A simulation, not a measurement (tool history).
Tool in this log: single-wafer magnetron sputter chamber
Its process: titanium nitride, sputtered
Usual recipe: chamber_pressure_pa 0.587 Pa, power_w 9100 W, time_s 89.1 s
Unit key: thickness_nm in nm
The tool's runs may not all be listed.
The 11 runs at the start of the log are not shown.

run	hour	chamber_pressure_pa	power_w	time_s	wafers since the last listed run	wafers on the sputter target	hours since the last manometer calibration	hours since the magnet pack was replaced	hours since the gauge calibration	read-back reference wafer on the same gauge, thickness_nm	thickness_nm
12	494.1	0.587	9100	97.8	366	6133	113.1	109.0	35.1	164.009	162.232
13	519.2	0.587	9100	89.1	348	6482	138.2	134.1	60.2	164.103	147.369
# hour 537.8: sputter target and shields replaced
14	564.0	0.734	9100	89.1	511	363	183.0	178.9	105.0	164.128	144.726
15	600.4	0.587	9700	89.1	505	869	219.4	215.3	141.4	164.021	159.584
16	634.1	0.701	10950	84.3	468	1338	253.1	249.0	175.1	163.935	166.065
17	667.1	0.587	10450	89.1	458	1796	286.1	282.0	208.1	163.977	172.672
18	728.8	0.388	8200	106.0	857	2654	347.8	343.7	269.8	163.946	169.007
19	770.6	0.587	9100	89.1	581	3235	389.6	385.5	311.6	164.055	149.661
20	794.6	0.423	7800	96.1	333	3569	413.6	409.5	335.6	164.014	143.564
21	829.9	0.471	9100	82.7	490	4059	448.9	444.8	370.9	164.087	142.139

Run 22 comes next. What will it give?
22	863.4	0.725	9100	83.4	465	4525	482.4	478.3	404.4	?	?

read-back reference wafer on the same gauge, thickness_nm: 164.054
thickness_nm: 135.725 nm
Minus the tool's unlogged condition, the same run would have read thickness_nm 135.709 nm.
